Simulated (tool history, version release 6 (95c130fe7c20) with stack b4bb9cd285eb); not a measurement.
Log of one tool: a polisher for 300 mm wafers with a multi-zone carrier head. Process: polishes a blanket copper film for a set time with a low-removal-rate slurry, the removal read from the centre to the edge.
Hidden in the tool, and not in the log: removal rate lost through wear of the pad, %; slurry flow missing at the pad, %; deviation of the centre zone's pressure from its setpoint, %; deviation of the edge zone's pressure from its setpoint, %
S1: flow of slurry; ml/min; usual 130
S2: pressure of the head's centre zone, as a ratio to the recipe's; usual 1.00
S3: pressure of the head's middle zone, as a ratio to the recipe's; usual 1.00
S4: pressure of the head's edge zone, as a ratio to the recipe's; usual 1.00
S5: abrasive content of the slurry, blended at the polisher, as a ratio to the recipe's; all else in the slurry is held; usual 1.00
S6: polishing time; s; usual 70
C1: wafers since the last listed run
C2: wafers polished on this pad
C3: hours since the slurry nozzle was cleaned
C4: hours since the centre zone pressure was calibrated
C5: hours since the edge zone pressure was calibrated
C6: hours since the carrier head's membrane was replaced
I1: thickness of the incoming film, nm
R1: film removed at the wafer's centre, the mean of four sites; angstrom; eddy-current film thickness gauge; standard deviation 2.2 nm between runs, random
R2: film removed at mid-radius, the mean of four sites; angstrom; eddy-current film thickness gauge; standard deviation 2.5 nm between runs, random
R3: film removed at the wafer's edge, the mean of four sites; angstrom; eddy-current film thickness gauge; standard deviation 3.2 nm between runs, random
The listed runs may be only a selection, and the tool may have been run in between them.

run,hour,S1,S2,S3,S4,S5,S6,C1,C2,C3,C4,C5,C6,I1,R1,R2,R3
1,0.0,130,1.00,1.00,1.00,1.00,70,0,1016,636.4,591.9,628.3,1497.9,1036.8,2980,3459,3408
# hour 3.2: worn pad replaced by a new one
2,7.9,130,1.00,1.00,1.00,1.00,70,66,66,644.3,599.8,636.2,1505.8,1012.8,2934,3413,3458
3,53.4,130,1.00,1.00,1.00,1.00,70,646,712,689.8,645.3,681.7,1551.3,1021.0,2940,3413,3436
# hour 74.8: worn pad replaced by a new one
4,75.3,130,1.00,1.00,1.00,1.00,70,254,7,711.7,667.2,703.6,1573.2,1021.5,2902,3401,3451
# hour 97.8: centre zone pressure recalibrated
5,102.2,130,1.00,1.00,1.00,1.00,70,353,360,738.6,4.4,730.5,1600.1,1010.0,3377,3368,3510
6,110.9,130,1.00,1.00,1.00,1.00,75,123,484,747.3,13.1,739.2,1608.8,1010.8,3578,3632,3659
7,119.5,130,1.00,1.00,1.00,1.00,75,122,606,755.9,21.7,747.8,1617.4,1037.5,3552,3638,3707
8,125.5,130,1.00,1.00,1.04,1.00,70,85,691,761.9,27.7,753.8,1623.4,1019.6,3294,3377,3528
9,134.6,130,1.00,1.00,1.04,1.00,70,129,820,771.0,36.8,762.9,1632.5,1034.0,3314,3421,3508
10,140.9,130,1.00,1.00,1.00,1.00,70,89,910,777.3,43.1,769.2,1638.8,1030.2,3297,3460,3460
# hour 147.6: worn pad replaced by a new one
11,148.6,130,0.89,1.00,1.00,1.00,51,52,14,785.0,50.8,776.9,1646.5,1023.0,2132,2481,2504
12,157.4,130,1.00,1.00,1.00,1.00,70,124,139,793.8,59.6,785.7,1655.3,1020.7,3312,3384,3420
# hour 164.6: carrier head's membrane replaced by a new one
# hour 174.6: edge zone pressure recalibrated
13,175.1,130,1.00,1.00,1.00,1.00,70,151,291,811.5,77.3,0.5,10.5,1033.9,3246,3408,3426
14,189.7,130,1.00,1.00,1.06,1.30,82,207,498,826.1,91.9,15.1,25.1,1016.9,4093,4332,4462
# hour 206.6: worn pad replaced by a new one
15,207.1,105,0.89,0.91,1.00,1.00,70,190,6,843.5,109.3,32.5,42.5,1026.1,2718,3082,3370
# hour 209.5: slurry nozzle cleaned
16,220.1,130,1.00,1.00,1.00,1.00,70,170,177,10.6,122.3,45.5,55.5,1022.4,3188,3402,3424
17,236.8,130,1.00,1.00,1.08,1.00,70,237,414,27.3,139.0,62.2,72.2,1027.1,3134,3387,3525
18,250.9,90,1.00,0.94,1.00,1.00,47,200,614,41.4,153.1,76.3,86.3,1023.0,1961,2066,2192
19,258.0,110,1.00,1.00,1.00,1.25,70,100,715,48.5,160.2,83.4,93.4,1030.0,3236,3554,3610
# hour 266.1: worn pad replaced by a new one
20,273.5,130,1.00,1.00,1.05,0.85,63,163,105,64.0,175.7,98.9,108.9,1022.4,2685,2881,3005

Predict each of these 5 candidate next runs independently; none follows another, all start after run 20:
A,273.9,130,1.00,1.00,1.00,0.90,70,5,111,64.4,176.1,99.3,109.3,1049.4,?,?,?
B,273.9,130,1.00,0.92,1.00,1.00,70,5,111,64.4,176.1,99.3,109.3,1049.4,?,?,?
C,273.9,165,0.92,1.00,0.91,1.00,70,5,111,64.4,176.1,99.3,109.3,1049.4,?,?,?
D,273.9,130,1.07,0.90,1.00,1.00,70,5,111,64.4,176.1,99.3,109.3,1049.4,?,?,?
E,273.9,130,1.00,1.00,1.00,1.20,51,5,111,64.4,176.1,99.3,109.3,1049.4,?,?,?

run,R1,R2,R3
A,2994,3304,3326
B,3102,3248,3450
C,2982,3565,3392
D,3322,3203,3451
E,2398,2647,2664
With the hidden condition removed and each run's random variation left untouched, the same runs would have given:
run,R1,R2,R3
A,3219,3303,3326
B,3335,3247,3450
C,3207,3564,3392
D,3570,3202,3451
E,2578,2646,2664

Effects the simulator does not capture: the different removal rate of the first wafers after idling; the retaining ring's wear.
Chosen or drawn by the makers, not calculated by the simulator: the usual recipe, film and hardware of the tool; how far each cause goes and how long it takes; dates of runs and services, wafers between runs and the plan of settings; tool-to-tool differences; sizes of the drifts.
